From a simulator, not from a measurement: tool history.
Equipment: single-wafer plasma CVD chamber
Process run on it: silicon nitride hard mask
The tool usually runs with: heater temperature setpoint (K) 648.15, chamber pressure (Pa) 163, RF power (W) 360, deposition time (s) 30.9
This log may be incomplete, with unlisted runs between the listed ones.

| run | hour | heater temperature setpoint (K) | chamber pressure (Pa) | RF power (W) | deposition time (s) | wafers since the last listed run | hours since the last thermocouple change | hours since the last RF generator calibration | hours since the last manometer calibration | hours since the showerhead was replaced | hours since the gauge calibration | read-back reference wafer on the same gauge, thickness_nm | mean film thickness on the monitor wafer (Å) |
|---|---|---|---|---|---|---|---|---|---|---|---|---|---|
| 1 | 0.0 | 648.15 | 163 | 360 | 30.9 | 0 | 757.3 | 773.5 | 1333.0 | 3133.3 | 2653.6 | 33.910 | 371.47 |
|  | 68.4 | gauge calibrated |
| 2 | 161.8 | 648.15 | 163 | 360 | 30.9 | 4803 | 919.1 | 935.3 | 1494.8 | 3295.1 | 93.4 | 33.861 | 373.77 |
|  | 175.5 | capacitance manometer re-zeroed and calibrated |
| 3 | 251.6 | 648.15 | 163 | 360 | 30.9 | 2428 | 1008.9 | 1025.1 | 76.1 | 3384.9 | 183.2 | 33.870 | 385.48 |
|  | 307.8 | RF generator calibrated |
| 4 | 352.3 | 648.15 | 163 | 360 | 30.9 | 2752 | 1109.6 | 44.5 | 176.8 | 3485.6 | 283.9 | 33.883 | 383.79 |
| 5 | 630.0 | 648.15 | 163 | 360 | 30.9 | 8244 | 1387.3 | 322.2 | 454.5 | 3763.3 | 561.6 | 33.886 | 382.27 |
| 6 | 710.5 | 648.15 | 163 | 360 | 30.9 | 2389 | 1467.8 | 402.7 | 535.0 | 3843.8 | 642.1 | 33.884 | 383.22 |
| 7 | 761.9 | 648.15 | 163 | 360 | 30.9 | 1526 | 1519.2 | 454.1 | 586.4 | 3895.2 | 693.5 | 33.872 | 382.20 |
|  | 793.9 | capacitance manometer re-zeroed and calibrated, repeated, since the last time left the tool worse |
| 8 | 826.3 | 648.15 | 163 | 360 | 30.9 | 1674 | 1583.6 | 518.5 | 32.4 | 3959.6 | 757.9 | 33.920 | 376.28 |
|  | 898.4 | showerhead replaced |
|  | 914.7 | thermocouple changed; heater temperature recalibrated |
| 9 | 915.2 | 648.15 | 144 | 325 | 33.3 | 2164 | 0.5 | 607.4 | 121.3 | 16.8 | 846.8 | 33.956 | 352.08 |
| 10 | 974.0 | 648.15 | 163 | 360 | 27.6 | 1745 | 59.3 | 666.2 | 180.1 | 75.6 | 905.6 | 33.897 | 334.57 |
| 11 | 1030.1 | 648.15 | 163 | 360 | 30.9 | 1665 | 115.4 | 722.3 | 236.2 | 131.7 | 961.7 | 33.898 | 375.59 |
| 12 | 1114.7 | 652.15 | 163 | 405 | 30.9 | 2511 | 200.0 | 806.9 | 320.8 | 216.3 | 1046.3 | 33.923 | 411.71 |
| 13 | 1177.5 | 648.15 | 123 | 360 | 30.9 | 1864 | 262.8 | 869.7 | 383.6 | 279.1 | 1109.1 | 33.887 | 321.69 |
| 14 | 1239.0 | 638.15 | 139 | 405 | 35.5 | 1825 | 324.3 | 931.2 | 445.1 | 340.6 | 1170.6 | 33.852 | 436.74 |
| 15 | 1283.5 | 648.15 | 163 | 320 | 30.9 | 1321 | 368.8 | 975.7 | 489.6 | 385.1 | 1215.1 | 33.931 | 339.38 |
| 16 | 1355.6 | 660.15 | 163 | 300 | 26.2 | 2140 | 440.9 | 1047.8 | 561.7 | 457.2 | 1287.2 | 33.926 | 271.10 |
| 17 | 1483.6 | 648.15 | 163 | 360 | 30.9 | 3800 | 568.9 | 1175.8 | 689.7 | 585.2 | 1415.2 | 33.936 | 374.74 |
| 18 | 1557.1 | 648.15 | 163 | 360 | 30.9 | 2182 | 642.4 | 1249.3 | 763.2 | 658.7 | 1488.7 | 33.905 | 374.51 |
| 19 | 1645.7 | 648.15 | 163 | 305 | 30.9 | 2630 | 731.0 | 1337.9 | 851.8 | 747.3 | 1577.3 | 33.898 | 325.35 |
|  | 1676.4 | RF generator calibrated |
| 20 | 1697.8 | 639.15 | 180 | 320 | 33.8 | 1309 | 783.1 | 21.4 | 903.9 | 799.4 | 1629.4 | 33.881 | 389.25 |
| 21 | 1782.0 | 648.15 | 163 | 360 | 30.9 | 2499 | 867.3 | 105.6 | 988.1 | 883.6 | 1713.6 | 33.915 | 373.27 |
| 22 | 1875.1 | 648.15 | 177 | 310 | 25.0 | 2764 | 960.4 | 198.7 | 1081.2 | 976.7 | 1806.7 | 33.895 | 277.77 |
| 23 | 1924.3 | 634.15 | 188 | 290 | 25.1 | 1460 | 1009.6 | 247.9 | 1130.4 | 1025.9 | 1855.9 | 33.894 | 270.31 |
| 24 | 1978.3 | 638.15 | 163 | 360 | 30.9 | 1603 | 1063.6 | 301.9 | 1184.4 | 1079.9 | 1909.9 | 33.881 | 373.66 |
|  | 2075.8 | capacitance manometer re-zeroed and calibrated |
| 25 | 2080.6 | 648.15 | 163 | 360 | 30.9 | 2799 | 1165.9 | 404.2 | 4.8 | 1182.2 | 2012.2 | 33.952 | 378.34 |
| 26 | 2129.9 | 636.15 | 152 | 360 | 30.9 | 1463 | 1215.2 | 453.5 | 54.1 | 1231.5 | 2061.5 | 33.874 | 366.94 |
| 27 | 2236.7 | 637.15 | 163 | 360 | 34.4 | 3170 | 1322.0 | 560.3 | 160.9 | 1338.3 | 2168.3 | 33.911 | 422.13 |
| 28 | 2290.6 | 648.15 | 163 | 360 | 30.9 | 1600 | 1375.9 | 614.2 | 214.8 | 1392.2 | 2222.2 | 33.918 | 377.68 |

Alternative continuations, all from the tool just after run 28; predict every row:
| A | 2291.0 | 648.15 | 163 | 360 | 30.9 | 11 | 1376.3 | 614.6 | 215.2 | 1392.6 | 2222.6 | ? | ? |
| B | 2291.0 | 648.15 | 163 | 325 | 30.9 | 11 | 1376.3 | 614.6 | 215.2 | 1392.6 | 2222.6 | ? | ? |
| C | 2291.0 | 648.15 | 163 | 360 | 35.5 | 11 | 1376.3 | 614.6 | 215.2 | 1392.6 | 2222.6 | ? | ? |
| D | 2291.0 | 648.15 | 192 | 360 | 30.9 | 11 | 1376.3 | 614.6 | 215.2 | 1392.6 | 2222.6 | ? | ? |

| run | read-back reference wafer on the same gauge, thickness_nm | mean film thickness on the monitor wafer (Å) |
|---|---|---|
| A | 33.868 | 377.36 |
| B | 33.868 | 347.13 |
| C | 33.868 | 433.40 |
| D | 33.868 | 404.82 |
With no hidden state in the tool, these same runs would have given:
| run | mean film thickness on the monitor wafer (Å) |
|---|---|
| A | 379.31 |
| B | 348.91 |
| C | 435.63 |
| D | 406.76 |
